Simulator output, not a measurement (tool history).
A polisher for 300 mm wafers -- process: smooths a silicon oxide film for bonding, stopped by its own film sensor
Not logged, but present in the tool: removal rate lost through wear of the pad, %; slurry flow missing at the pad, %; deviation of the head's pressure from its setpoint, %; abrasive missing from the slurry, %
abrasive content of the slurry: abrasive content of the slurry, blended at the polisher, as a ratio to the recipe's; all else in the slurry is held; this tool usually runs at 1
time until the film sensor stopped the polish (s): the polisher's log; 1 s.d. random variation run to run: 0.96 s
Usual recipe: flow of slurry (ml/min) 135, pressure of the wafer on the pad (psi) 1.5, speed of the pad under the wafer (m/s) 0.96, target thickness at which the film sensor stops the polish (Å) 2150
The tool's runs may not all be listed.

run    hour  flow of slurry (ml/min)  pressure of the wafer on the pad (psi)  speed of the pad under the wafer (m/s)  abrasive content of the slurry  target thickness at which the film sensor stops the polish (Å)  wafers since the last listed run  wafers polished on this pad  hours since the slurry nozzle was cleaned  hours since the head pressure was calibrated  hours since the slurry blender was calibrated  incoming thickness of the incoming film, nm  time until the film sensor stopped the polish (s)
  1       0                      135                                     1.5                                    0.96                               1                                                            2150                                 0                          563                                      369.1                                         163.7                                          458.5                                        267.5                                               81.9
       36.1  -- slurry blender recalibrated
  2    46.5                      105                                     1.5                                    0.96                               1                                                            2190                               432                          996                                      415.6                                         210.2                                           10.4                                        272.8                                               89.3
  3    96.6                      105                                     1.5                                    0.96                               1                                                            2190                               487                         1483                                      465.7                                         260.3                                           60.5                                        267.9                                               81.3
      108.3  -- slurry nozzle cleaned
  4   160.9                      105                                     1.5                                    0.96                               1                                                            2190                               615                         2099                                       52.6                                         324.6                                          124.8                                          267                                               78.8
  5   185.9                      135                                     1.5                                    0.96                               1                                                            2150                               243                         2342                                       77.6                                         349.6                                          149.8                                          273                                               91.4
  6   238.6                      135                                       2                                    0.88                               1                                                            2150                               512                         2855                                      130.3                                         402.3                                          202.5                                        269.3                                               69.5
  7   285.1                      135                                     1.5                                    0.96                               1                                                            2150                               452                         3307                                      176.8                                         448.8                                            249                                        269.1                                               83.3
  8   345.1                      135                                     1.7                                    0.96                            0.75                                                            2150                               583                         3891                                      236.8                                         508.8                                            309                                        267.6                                               77.3
  9     406                      135                                     1.5                                    0.96                               1                                                            2150                               592                         4483                                      297.7                                         569.7                                          369.9                                        267.7                                               79.5
      418.1  -- worn pad replaced by a new one
 10   449.3                      175                                     1.2                                    1.26                             0.8                                                            2150                               382                          303                                        341                                           613                                          413.2                                        272.4                                               88.4
 11   483.1                      135                                     1.5                                    0.76                               1                                                            2150                               328                          632                                      374.8                                         646.8                                            447                                        268.2                                               95.9
      497.2  -- slurry blender recalibrated
 12   542.7                      105                                     1.5                                    0.96                               1                                                            2200                               560                         1192                                      434.4                                         706.4                                           45.5                                        268.6                                               77.4
 13   599.1                      135                                     1.5                                    0.96                            0.85                                                            2150                               548                         1741                                      490.8                                         762.8                                          101.9                                        271.8                                               90.2
      605.7  -- slurry nozzle cleaned
 14   652.6                      135                                     1.5                                    0.76                               1                                                            2320                               510                         2251                                       46.9                                         816.3                                          155.4                                        264.8                                               59.3
 15   691.1                      135                                     1.5                                    0.72                               1                                                            2300                               374                         2626                                       85.4                                         854.8                                          193.9                                        266.4                                               68.6
 16   721.3                       90                                     1.9                                    0.96                            0.75                                                            2050                               293                         2920                                      115.6                                           885                                          224.1                                        270.5                                               92.2
      733.7  -- head pressure recalibrated
 17   753.2                      135                                     1.5                                    0.96                               1                                                            2150                               290                         3211                                      147.5                                          19.5                                            256                                          269                                               87.7
 18   794.2                      135                                     1.5                                    0.74                            0.85                                                            2150                               398                         3610                                      188.5                                          60.5                                            297                                        269.6                                              111.7
      825.4  -- worn pad replaced by a new one
 19   841.8                      135                                     1.5                                     1.2                             1.1                                                            2270                               424                          159                                      236.1                                         108.1                                          344.6                                        271.6                                               57.8
 20     888                      135                                     1.5                                    1.12                               1                                                            2070                               449                          609                                      282.3                                         154.3                                          390.8                                        265.2                                               83.9
 21   950.4                      135                                     1.5                                    0.96                             0.9                                                            2200                               607                         1216                                      344.7                                         216.7                                          453.2                                          268                                               78.3
     1036.4  -- slurry blender recalibrated
 22  1042.5                      120                                     1.5                                    0.96                             0.8                                                            2310                               876                         2092                                      436.8                                         308.8                                            6.1                                        271.6                                               68.7
     1111.9  -- slurry nozzle cleaned
 23  1112.4                      135                                     1.7                                    0.96                               1                                                            2220                               670                         2762                                        0.5                                         378.7                                             76                                        273.2                                               71.9
 24  1145.4                      135                                     1.2                                    0.96                               1                                                            1960                               321                         3083                                       33.5                                         411.7                                            109                                          268                                              138.1
 25  1209.5                      135                                     1.5                                    0.96                               1                                                            2020                               623                         3707                                       97.6                                         475.8                                          173.1                                        268.3                                              103.8
     1246.9  -- worn pad replaced by a new one
 26  1247.4                      150                                     1.2                                    0.96                               1                                                            2260                               329                            5                                      135.5                                         513.7                                            211                                        271.1                                               81.2
 27    1308                      135                                     1.5                                    0.96                               1                                                            2150                               589                          594                                      196.1                                         574.3                                          271.6                                        268.4                                               82.3
 28  1352.9                      175                                     1.2                                    1.26                             0.8                                                            2150                               436                         1031                                        241                                         619.2                                          316.5                                        266.8                                               80.3
 29    1403                      135                                     1.3                                    0.96                               1                                                            2230                               487                         1519                                      291.1                                         669.3                                          366.6                                        275.5                                               93.1

5 ways to go on from here, each from the tool as it stands after run 29. What would each give?
  A  1403.5                      135                                     1.5                                    0.96                               1                                                            2150                                 4                         1523                                      291.6                                         669.8                                          367.1                                        273.7                                                  ?
  B  1403.5                      135                                     1.5                                     0.7                               1                                                            2070                                 4                         1523                                      291.6                                         669.8                                          367.1                                        273.7                                                  ?
  C  1403.5                      135                                     1.5                                    0.96                             0.8                                                            2150                                 4                         1523                                      291.6                                         669.8                                          367.1                                        273.7                                                  ?
  D  1403.5                      135                                     1.5                                    0.96                             1.2                                                            2230                                 4                         1523                                      291.6                                         669.8                                          367.1                                        273.7                                                  ?
  E  1403.5                      135                                     1.5                                    0.96                            0.75                                                            2280                                 4                         1523                                      291.6                                         669.8                                          367.1                                        273.7                                                  ?

run  time until the film sensor stopped the polish (s)
  A                                               90.1
  B                                              130.6
  C                                               95.7
  D                                                 74
  E                                               75.7
Had the tool no hidden state, the same runs would have come out as:
run  time until the film sensor stopped the polish (s)
  A                                               94.1
  B                                              136.4
  C                                               99.9
  D                                               77.3
  E                                               79.1

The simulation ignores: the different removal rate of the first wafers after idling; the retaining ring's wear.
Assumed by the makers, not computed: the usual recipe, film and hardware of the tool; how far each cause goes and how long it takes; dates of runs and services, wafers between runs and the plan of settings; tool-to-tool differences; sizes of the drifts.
